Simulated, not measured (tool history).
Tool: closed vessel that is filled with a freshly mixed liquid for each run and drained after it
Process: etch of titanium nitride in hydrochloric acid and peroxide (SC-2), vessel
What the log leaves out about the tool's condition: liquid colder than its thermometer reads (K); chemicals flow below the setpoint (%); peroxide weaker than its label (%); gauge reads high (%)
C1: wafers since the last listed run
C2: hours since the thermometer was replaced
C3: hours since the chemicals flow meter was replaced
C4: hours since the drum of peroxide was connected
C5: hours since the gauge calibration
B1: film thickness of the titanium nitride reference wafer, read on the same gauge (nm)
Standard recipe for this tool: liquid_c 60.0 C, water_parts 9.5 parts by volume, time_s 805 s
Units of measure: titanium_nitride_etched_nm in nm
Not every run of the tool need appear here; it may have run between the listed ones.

Run 1, hour 0.0: usual settings; C1 0; C2 1637.2; C3 1531.5; C4 454.0; C5 447.5; B1 145.59. Result: titanium_nitride_etched_nm 39.58 nm.
Run 2, hour 25.0: usual settings; C1 2152; C2 1662.2; C3 1556.5; C4 479.0; C5 472.5; B1 145.49. Result: titanium_nitride_etched_nm 39.35 nm.
Run 3, hour 56.6: usual settings but water_parts 7.5 parts by volume; C1 2720; C2 1693.8; C3 1588.1; C4 510.6; C5 504.1; B1 145.39. Result: titanium_nitride_etched_nm 47.72 nm.
Run 4, hour 90.7: usual settings but time_s 1140 s; C1 2935; C2 1727.9; C3 1622.2; C4 544.7; C5 538.2; B1 145.27. Result: titanium_nitride_etched_nm 55.93 nm.
At hour 118.9: chemicals flow meter replaced.
Run 5, hour 119.4: usual settings but liquid_c 55.0 C, water_parts 8.5 parts by volume; C1 2384; C2 1756.6; C3 0.5; C4 573.4; C5 566.9; B1 145.26. Result: titanium_nitride_etched_nm 31.51 nm.
At hour 135.5: new drum of peroxide connected.
Run 6, hour 144.1: usual settings but liquid_c 55.0 C, water_parts 8.5 parts by volume; C1 2040; C2 1781.3; C3 25.2; C4 8.6; C5 591.6; B1 145.18. Result: titanium_nitride_etched_nm 31.39 nm.
Run 7, hour 177.9: usual settings but liquid_c 55.0 C, water_parts 8.5 parts by volume; C1 2909; C2 1815.1; C3 59.0; C4 42.4; C5 625.4; B1 145.12. Result: titanium_nitride_etched_nm 31.11 nm.
Run 8, hour 193.5: usual settings; C1 1343; C2 1830.7; C3 74.6; C4 58.0; C5 641.0; B1 145.04. Result: titanium_nitride_etched_nm 39.24 nm.
Run 9, hour 228.2: usual settings; C1 2987; C2 1865.4; C3 109.3; C4 92.7; C5 675.7; B1 145.06. Result: titanium_nitride_etched_nm 39.30 nm.
Run 10, hour 241.1: usual settings; C1 1110; C2 1878.3; C3 122.2; C4 105.6; C5 688.6; B1 145.02. Result: titanium_nitride_etched_nm 39.13 nm.
Run 11, hour 254.8: usual settings but liquid_c 50.0 C, water_parts 8.0 parts by volume, time_s 1240 s; C1 1179; C2 1892.0; C3 135.9; C4 119.3; C5 702.3; B1 145.05. Result: titanium_nitride_etched_nm 36.50 nm.
At hour 276.7: thermometer replaced.
Run 12, hour 342.1: usual settings but water_parts 5.0 parts by volume, time_s 495 s; C1 7429; C2 65.4; C3 223.2; C4 206.6; C5 789.6; B1 144.89. Result: titanium_nitride_etched_nm 39.77 nm.
Run 13, hour 375.4: usual settings; C1 2866; C2 98.7; C3 256.5; C4 239.9; C5 822.9; B1 144.86. Result: titanium_nitride_etched_nm 39.10 nm.
Run 14, hour 389.7: usual settings but liquid_c 55.0 C, water_parts 5.0 parts by volume, time_s 1145 s; C1 1231; C2 113.0; C3 270.8; C4 254.2; C5 837.2; B1 144.81. Result: titanium_nitride_etched_nm 66.46 nm.
Run 15, hour 404.4: usual settings but liquid_c 57.5 C; C1 1265; C2 127.7; C3 285.5; C4 268.9; C5 851.9; B1 144.84. Result: titanium_nitride_etched_nm 33.66 nm.
At hour 431.1: gauge calibrated.
Run 16, hour 432.0: usual settings but liquid_c 50.5 C; C1 2376; C2 155.3; C3 313.1; C4 296.5; C5 0.9; B1 149.68. Result: titanium_nitride_etched_nm 22.09 nm.
Run 17, hour 529.7: usual settings but liquid_c 56.0 C, water_parts 11.0 parts by volume; C1 8411; C2 253.0; C3 410.8; C4 394.2; C5 98.6; B1 148.36. Result: titanium_nitride_etched_nm 27.59 nm.
Run 18, hour 542.4: usual settings; C1 1093; C2 265.7; C3 423.5; C4 406.9; C5 111.3; B1 148.18. Result: titanium_nitride_etched_nm 40.33 nm.
Run 19, hour 571.2: usual settings but liquid_c 64.0 C, water_parts 11.0 parts by volume, time_s 1265 s; C1 2479; C2 294.5; C3 452.3; C4 435.7; C5 140.1; B1 147.86. Result: titanium_nitride_etched_nm 71.48 nm.
Run 20, hour 605.7: usual settings; C1 2970; C2 329.0; C3 486.8; C4 470.2; C5 174.6; B1 147.54. Result: titanium_nitride_etched_nm 40.03 nm.
Run 21, hour 638.4: usual settings but time_s 1035 s; C1 2815; C2 361.7; C3 519.5; C4 502.9; C5 207.3; B1 147.26. Result: titanium_nitride_etched_nm 51.38 nm.
Run 22, hour 656.7: usual settings but liquid_c 55.0 C, water_parts 12.5 parts by volume; C1 1575; C2 380.0; C3 537.8; C4 521.2; C5 225.6; B1 147.09. Result: titanium_nitride_etched_nm 23.07 nm.
Run 23, hour 669.3: usual settings but liquid_c 70.0 C, water_parts 5.5 parts by volume, time_s 405 s; C1 1084; C2 392.6; C3 550.4; C4 533.8; C5 238.2; B1 147.01. Result: titanium_nitride_etched_nm 56.50 nm.
Run 24, hour 682.1: usual settings; C1 1101; C2 405.4; C3 563.2; C4 546.6; C5 251.0; B1 146.92. Result: titanium_nitride_etched_nm 40.05 nm.
At hour 699.7: new drum of peroxide connected.
Run 25, hour 706.5: usual settings but liquid_c 52.0 C, water_parts 13.5 parts by volume, time_s 965 s; C1 2014; C2 429.8; C3 587.6; C4 6.8; C5 275.4; B1 146.75. Result: titanium_nitride_etched_nm 21.18 nm.
Run 26, hour 722.0: usual settings but liquid_c 55.5 C, water_parts 8.0 parts by volume; C1 1334; C2 445.3; C3 603.1; C4 22.3; C5 290.9; B1 146.63. Result: titanium_nitride_etched_nm 34.39 nm.
Run 27, hour 757.8: usual settings but liquid_c 65.0 C; C1 3082; C2 481.1; C3 638.9; C4 58.1; C5 326.7; B1 146.40. Result: titanium_nitride_etched_nm 53.87 nm.
Run 28, hour 771.7: usual settings but liquid_c 67.0 C, water_parts 14.0 parts by volume; C1 1196; C2 495.0; C3 652.8; C4 72.0; C5 340.6; B1 146.38. Result: titanium_nitride_etched_nm 43.81 nm.

What if the next run were any one of these 5? Each begins from the tool's condition after run 28:
Run A, hour 772.6: usual settings; C1 77; C2 495.9; C3 653.7; C4 72.9; C5 341.5; B1 ?. Result: titanium_nitride_etched_nm ?.
Run B, hour 772.6: usual settings but liquid_c 63.5 C, time_s 585 s; C1 77; C2 495.9; C3 653.7; C4 72.9; C5 341.5; B1 ?. Result: titanium_nitride_etched_nm ?.
Run C, hour 772.6: usual settings but water_parts 7.0 parts by volume, time_s 570 s; C1 77; C2 495.9; C3 653.7; C4 72.9; C5 341.5; B1 ?. Result: titanium_nitride_etched_nm ?.
Run D, hour 772.6: usual settings but liquid_c 56.5 C, water_parts 11.5 parts by volume; C1 77; C2 495.9; C3 653.7; C4 72.9; C5 341.5; B1 ?. Result: titanium_nitride_etched_nm ?.
Run E, hour 772.6: usual settings but liquid_c 55.5 C, water_parts 5.5 parts by volume; C1 77; C2 495.9; C3 653.7; C4 72.9; C5 341.5; B1 ?. Result: titanium_nitride_etched_nm ?.

run      B1  titanium_nitride_etched_nm
  A  146.37                       39.61
  B  146.37                       35.77
  C  146.37                       35.84
  D  146.37                       27.03
  E  146.37                       45.62
Without the tool's hidden state the same runs would have given:
run  titanium_nitride_etched_nm
  A                       40.60
  B                       36.67
  C                       36.73
  D                       27.70
  E                       46.76
